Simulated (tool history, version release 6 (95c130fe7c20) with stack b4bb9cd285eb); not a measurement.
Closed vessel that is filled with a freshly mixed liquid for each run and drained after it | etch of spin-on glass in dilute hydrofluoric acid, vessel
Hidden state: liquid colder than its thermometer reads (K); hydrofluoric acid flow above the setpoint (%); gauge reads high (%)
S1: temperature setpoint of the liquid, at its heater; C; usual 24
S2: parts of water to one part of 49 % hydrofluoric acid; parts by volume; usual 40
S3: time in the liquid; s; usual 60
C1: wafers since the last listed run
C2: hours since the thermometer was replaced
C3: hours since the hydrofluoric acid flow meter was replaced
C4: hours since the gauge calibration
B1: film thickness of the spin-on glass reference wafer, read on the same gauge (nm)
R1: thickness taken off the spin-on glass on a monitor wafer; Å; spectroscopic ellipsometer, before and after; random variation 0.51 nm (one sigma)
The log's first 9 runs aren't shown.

run 10 hour=118.7 | S1=25 S2=40 S3=60 | C1=2045 C2=1343.7 C3=927.5 C4=189.7 | B1=40.01 | R1=630
run 11 hour=128.1 | S1=24 S2=40 S3=60 | C1=1264 C2=1353.1 C3=936.9 C4=199.1 | B1=39.98 | R1=587.1
-- hour=142.3 hydrofluoric acid flow meter replaced
run 12 hour=144.7 | S1=22 S2=40 S3=60 | C1=2099 C2=1369.7 C3=2.4 C4=215.7 | B1=39.97 | R1=486.8
run 13 hour=154.6 | S1=22 S2=40 S3=60 | C1=1332 C2=1379.6 C3=12.3 C4=225.6 | B1=40.01 | R1=490.7
run 14 hour=167.3 | S1=22 S2=40 S3=60 | C1=1709 C2=1392.3 C3=25 C4=238.3 | B1=40 | R1=489.3
run 15 hour=182.4 | S1=24 S2=40 S3=60 | C1=2032 C2=1407.4 C3=40.1 C4=253.4 | B1=40 | R1=534.3
run 16 hour=200 | S1=24 S2=40 S3=60 | C1=2368 C2=1425 C3=57.7 C4=271 | B1=39.98 | R1=529.3
run 17 hour=208.1 | S1=21 S2=40 S3=85 | C1=1090 C2=1433.1 C3=65.8 C4=279.1 | B1=39.97 | R1=661.9
run 18 hour=218.1 | S1=24 S2=40 S3=60 | C1=1345 C2=1443.1 C3=75.8 C4=289.1 | B1=40.03 | R1=529
run 19 hour=225.9 | S1=25.5 S2=50 S3=75 | C1=1049 C2=1450.9 C3=83.6 C4=296.9 | B1=40.01 | R1=553
-- hour=229.1 gauge calibrated
run 20 hour=233.9 | S1=24 S2=35 S3=60 | C1=1076 C2=1458.9 C3=91.6 C4=4.8 | B1=40.01 | R1=609.8

The next listed run, before its measurement:
run 21 hour=242.6 | S1=24 S2=40 S3=90 | C1=1170 C2=1467.6 C3=100.3 C4=13.5 | B1=? | R1=?

{"run 21": {"B1": 40.02, "R1": 801.1}}
Without the tool's hidden state the same run would have given R1 789.1 Å.
